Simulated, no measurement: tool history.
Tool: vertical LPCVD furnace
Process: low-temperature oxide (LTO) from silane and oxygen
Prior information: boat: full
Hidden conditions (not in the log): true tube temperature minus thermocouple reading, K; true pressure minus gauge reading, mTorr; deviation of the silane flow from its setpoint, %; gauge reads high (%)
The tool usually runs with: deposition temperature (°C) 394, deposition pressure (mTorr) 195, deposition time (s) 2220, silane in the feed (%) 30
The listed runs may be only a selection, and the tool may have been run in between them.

run   hour  deposition temperature (°C)  deposition pressure (mTorr)  deposition time (s)  silane in the feed (%)  wafers since the last listed run  hours since the last temperature calibration  hours since the pressure gauge was zeroed  hours since the silane flow controller was replaced  hours since the gauge calibration  read-back reference wafer on the same gauge, thickness  film thickness on the monitor wafer in the middle of the boat (nm)
  1      0                          394                          195                 2220                      30                                 0                                        1905.1                                     1679.6                                               1989.4                                7.4                                                  164.99                                                              179.93
  2   15.5                          394                          195                 2220                      30                               319                                        1920.6                                     1695.1                                               2004.9                               22.9                                                  164.95                                                              179.62
  3   35.7                          394                          195                 2220                      30                               416                                        1940.8                                     1715.3                                               2025.1                               43.1                                                  164.93                                                              179.79
  4     50                          394                          195                 2220                      30                               294                                        1955.1                                     1729.6                                               2039.4                               57.4                                                  165.05                                                              180.37
  5   62.1                          394                          195                 2220                      30                               249                                        1967.2                                     1741.7                                               2051.5                               69.5                                                  165.02                                                              179.77
      91.8  -- silane flow controller replaced
     100.7  -- pressure gauge zeroed
  6  101.2                          394                          195                 2220                      30                               126                                        2006.3                                        0.5                                                  9.4                              108.6                                                  164.91                                                               172.2
  7  104.8                          394                          195                 2220                      30                                74                                        2009.9                                        4.1                                                   13                              112.2                                                  164.98                                                              172.27
  8  108.4                          394                          195                 2220                      30                                68                                        2013.5                                        7.7                                                 16.6                              115.8                                                   165.1                                                               172.3
     132.1  -- silane flow controller replaced, repeated, since the last time left the tool worse
  9  132.6                          394                          195                 2220                      30                                10                                        2037.7                                       31.9                                                  0.5                                140                                                  164.98                                                               187.3
 10  136.2                          394                          170                 2220                      30                                40                                        2041.3                                       35.5                                                  4.1                              143.6                                                  165.16                                                              163.52
 11  139.8                          394                          195                 2220                      30                                 0                                        2044.9                                       39.1                                                  7.7                              147.2                                                  164.98                                                              187.68
     146.1  -- gauge calibrated
     158.6  -- thermocouples replaced and temperature profile calibrated
 12  159.1                          394                          195                 2220                      30                                11                                           0.5                                       58.4                                                   27                                 13                                                  164.99                                                              186.93
 13  162.6                          394                          175                 1680                      35                                72                                             4                                       61.9                                                 30.5                               16.5                                                     165                                                              158.25
 14  173.1                          394                          180                 2220                      30                               216                                          14.5                                       72.4                                                   41                                 27                                                  165.01                                                              172.35
 15  182.4                          394                          175                 1800                      30                               191                                          23.8                                       81.7                                                 50.3                               36.3                                                  164.97                                                              135.82
 16  196.9                          389                          165                 1440                      30                               298                                          38.3                                       96.2                                                 64.8                               50.8                                                  164.97                                                               96.32
 17  214.2                          402                          195                 2730                      30                               356                                          55.6                                      113.5                                                 82.1                               68.1                                                  164.95                                                                 253

What if the next run were any one of these 3? Each begins from the tool's condition after run 17:
  A  217.9                          400                          195                 2220                      30                                76                                          59.3                                      117.2                                                 85.8                               71.8                                                       ?                                                                   ?
  B  217.9                          394                          195                 1860                      30                                76                                          59.3                                      117.2                                                 85.8                               71.8                                                       ?                                                                   ?
  C  217.9                          394                          195                 2220                      34                                76                                          59.3                                      117.2                                                 85.8                               71.8                                                       ?                                                                   ?

run  read-back reference wafer on the same gauge, thickness  film thickness on the monitor wafer in the middle of the boat (nm)
  A                                                     165                                                              200.24
  B                                                     165                                                              156.07
  C                                                     165                                                              222.95
With no hidden state in the tool, these same runs would have given:
run  film thickness on the monitor wafer in the middle of the boat (nm)
  A                                                              201.19
  B                                                              156.82
  C                                                              223.89

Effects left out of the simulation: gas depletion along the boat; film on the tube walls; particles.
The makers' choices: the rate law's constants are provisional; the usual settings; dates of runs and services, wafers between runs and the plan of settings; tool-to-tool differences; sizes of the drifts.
